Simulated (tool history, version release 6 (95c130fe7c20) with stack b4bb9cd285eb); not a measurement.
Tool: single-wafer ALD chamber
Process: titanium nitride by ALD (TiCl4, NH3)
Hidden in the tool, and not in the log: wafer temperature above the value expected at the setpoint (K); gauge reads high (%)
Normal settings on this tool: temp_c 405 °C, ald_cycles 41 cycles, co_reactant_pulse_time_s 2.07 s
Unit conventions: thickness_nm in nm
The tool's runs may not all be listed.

run    hour  temp_c  ald_cycles  co_reactant_pulse_time_s  wafers since the last listed run  hours since the last thermocouple change  hours since the showerhead was replaced  hours since the gauge calibration  read-back reference wafer on the same gauge, thickness_nm  thickness_nm
  1     0.0     405          37                      2.07                                 0                                    1057.8                                   5479.3                             1451.0                                                      0.915         0.866
  2    46.1     405          37                      2.07                               247                                    1103.9                                   5525.4                             1497.1                                                      0.915         0.868
  3    70.3     405          41                      2.07                               130                                    1128.1                                   5549.6                             1521.3                                                      0.917         0.962
  4   104.9     405          41                      2.07                               186                                    1162.7                                   5584.2                             1555.9                                                      0.916         0.962
  5   143.9     405          41                      2.07                               209                                    1201.7                                   5623.2                             1594.9                                                      0.917         0.955
  6   183.2     405          41                      2.07                               211                                    1241.0                                   5662.5                             1634.2                                                      0.917         0.963
  7   228.5     405          41                      2.07                               243                                    1286.3                                   5707.8                             1679.5                                                      0.916         0.957
  8   299.1     405          41                      2.07                               379                                    1356.9                                   5778.4                             1750.1                                                      0.917         0.961
  9   358.5     405          41                      2.72                               319                                    1416.3                                   5837.8                             1809.5                                                      0.916         0.974
 10   420.2     405          41                      2.72                               331                                    1478.0                                   5899.5                             1871.2                                                      0.917         0.979
 11   482.9     405          39                      2.07                               337                                    1540.7                                   5962.2                             1933.9                                                      0.918         0.912
 12   509.2     405          39                      2.07                               141                                    1567.0                                   5988.5                             1960.2                                                      0.917         0.914
 13   539.5     405          38                      1.75                               162                                    1597.3                                   6018.8                             1990.5                                                      0.918         0.882
 14   578.1     405          38                      1.75                               207                                    1635.9                                   6057.4                             2029.1                                                      0.917         0.880
 15   632.3     405          41                      2.07                               291                                    1690.1                                   6111.6                             2083.3                                                      0.917         0.957
 16   667.9     405          41                      2.07                               191                                    1725.7                                   6147.2                             2118.9                                                      0.917         0.963
 17   727.4     417          38                      2.57                               319                                    1785.2                                   6206.7                             2178.4                                                      0.919         0.906
      732.3  -- gauge calibrated
 18   769.0     405          41                      1.30                               223                                    1826.8                                   6248.3                               36.7                                                      0.894         0.894
 19   827.2     405          41                      2.07                               312                                    1885.0                                   6306.5                               94.9                                                      0.896         0.938
 20   863.1     405          41                      2.07                               193                                    1920.9                                   6342.4                              130.8                                                      0.897         0.943
      915.0  -- showerhead replaced
 21   933.4     415          46                      1.48                               335                                    1991.2                                     18.4                              201.1                                                      0.899         1.036
 22   986.8     391          41                      1.80                               287                                    2044.6                                     71.8                              254.5                                                      0.901         0.921
 23  1030.9     392          41                      2.65                               237                                    2088.7                                    115.9                              298.6                                                      0.901         0.953
 24  1061.5     405          41                      2.07                               164                                    2119.3                                    146.5                              329.2                                                      0.903         0.946
 25  1100.7     405          41                      2.07                               210                                    2158.5                                    185.7                              368.4                                                      0.904         0.949
 26  1158.8     405          41                      2.07                               312                                    2216.6                                    243.8                              426.5                                                      0.904         0.951
     1173.0  -- thermocouple changed; heater temperature recalibrated
 27  1200.7     405          33                      1.55                               182                                      27.7                                    285.7                              468.4                                                      0.907         0.744
 28  1253.8     405          41                      1.37                               285                                      80.8                                    338.8                              521.5                                                      0.906         0.908
 29  1307.8     416          45                      1.84                               290                                     134.8                                    392.8                              575.5                                                      0.907         1.038
 30  1347.2     405          41                      2.07                               211                                     174.2                                    432.2                              614.9                                                      0.907         0.951
 31  1381.2     410          41                      2.78                               182                                     208.2                                    466.2                              648.9                                                      0.908         0.966
 32  1450.7     409          41                      2.07                               373                                     277.7                                    535.7                              718.4                                                      0.909         0.956
 33  1512.2     399          38                      2.07                               330                                     339.2                                    597.2                              779.9                                                      0.910         0.883
 34  1553.2     414          41                      2.07                               220                                     380.2                                    638.2                              820.9                                                      0.911         0.961
 35  1599.5     410          41                      2.66                               248                                     426.5                                    684.5                              867.2                                                      0.910         0.967
 36  1659.4     405          41                      2.07                               322                                     486.4                                    744.4                              927.1                                                      0.911         0.958
 37  1684.2     396          49                      2.07                               133                                     511.2                                    769.2                              951.9                                                      0.913         1.137
 38  1709.1     397          37                      2.86                               133                                     536.1                                    794.1                              976.8                                                      0.913         0.874
 39  1780.8     400          38                      2.54                               385                                     607.8                                    865.8                             1048.5                                                      0.913         0.897

Results for each run, recomputed without the tool's hidden state and with each run's random variation untouched:
run  thickness_nm
  1         0.847
  2         0.849
  3         0.941
  4         0.941
  5         0.934
  6         0.941
  7         0.935
  8         0.939
  9         0.952
 10         0.956
 11         0.891
 12         0.893
 13         0.861
 14         0.859
 15         0.934
 16         0.940
 17         0.885
 18         0.896
 19         0.938
 20         0.941
 21         1.032
 22         0.916
 23         0.947
 24         0.939
 25         0.941
 26         0.942
 27         0.736
 28         0.898
 29         1.025
 30         0.938
 31         0.952
 32         0.942
 33         0.869
 34         0.946
 35         0.951
 36         0.941
 37         1.117
 38         0.858
 39         0.880

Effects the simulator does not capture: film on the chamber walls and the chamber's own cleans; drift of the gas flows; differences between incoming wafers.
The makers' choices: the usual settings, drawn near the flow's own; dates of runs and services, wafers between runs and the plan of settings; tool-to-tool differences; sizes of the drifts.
